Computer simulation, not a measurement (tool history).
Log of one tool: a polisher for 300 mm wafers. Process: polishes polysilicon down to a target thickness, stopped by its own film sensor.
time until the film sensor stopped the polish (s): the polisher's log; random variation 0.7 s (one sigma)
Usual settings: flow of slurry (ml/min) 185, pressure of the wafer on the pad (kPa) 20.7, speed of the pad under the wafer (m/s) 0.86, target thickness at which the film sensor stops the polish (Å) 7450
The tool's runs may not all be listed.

run    day  flow of slurry (ml/min)  pressure of the wafer on the pad (kPa)  speed of the pad under the wafer (m/s)  target thickness at which the film sensor stops the polish (Å)  incoming thickness of the incoming film, nm  time until the film sensor stopped the polish (s)
  1      0                      185                                    20.7                                    0.86                                                            7450                                       1253.2                                               83.5
  2  0.542                      185                                    20.7                                    0.86                                                            7450                                       1235.8                                               82.7
  3  1.212                      185                                    20.7                                    0.86                                                            7450                                       1261.1                                               87.7
     1.404  -- worn pad replaced by a new one
  4  1.929                      185                                    20.7                                    0.86                                                            7450                                       1239.3                                               83.7
  5  2.217                      185                                    20.7                                    0.76                                                            7450                                       1237.8                                               91.8
  6  2.838                      185                                    20.7                                    0.86                                                            6720                                       1242.2                                               98.2
  7  3.275                      185                                    20.7                                    0.86                                                            6720                                       1257.1                                                101
  8  3.688                      185                                    20.7                                    0.86                                                            7450                                       1242.3                                               86.4
  9  4.242                      185                                    20.7                                    0.86                                                            7450                                       1269.8                                                 93
 10  4.529                      185                                    20.7                                    0.86                                                            7450                                       1259.7                                               93.1
 11  5.004                      185                                    20.7                                    0.86                                                            7450                                       1244.9                                               91.1
 12  5.708                      135                                    20.7                                    0.86                                                            7450                                         1237                                              100.5
 13  6.167                      135                                    20.7                                    0.86                                                            7450                                       1268.9                                              108.3
 14  6.579                      135                                    20.7                                    0.86                                                            7450                                       1251.7                                              109.5
 15  7.058                      185                                    27.6                                    0.86                                                            7450                                       1248.3                                               72.6
 16    7.4                      245                                    20.7                                     1.1                                                            7450                                       1237.4                                               70.8
     7.504  -- slurry nozzle cleaned
     7.567  -- head pressure recalibrated
 17  8.008                      155                                    20.7                                    0.86                                                            7450                                       1270.5                                               84.4
 18  8.567                      185                                    20.7                                    0.86                                                            7450                                       1264.5                                               81.6
 19  8.929                      185                                    22.8                                    0.94                                                            7450                                       1241.4                                               65.4

Run 20 comes next. What will it give?
     9.608  -- worn pad replaced by a new one
 20  9.629                      220                                    20.7                                    0.86                                                            7450                                       1253.1                                                  ?

{"run 20": {"time until the film sensor stopped the polish (s)": 77.4}}
Without the tool's hidden state the same run would have given time until the film sensor stopped the polish (s) 77.1.
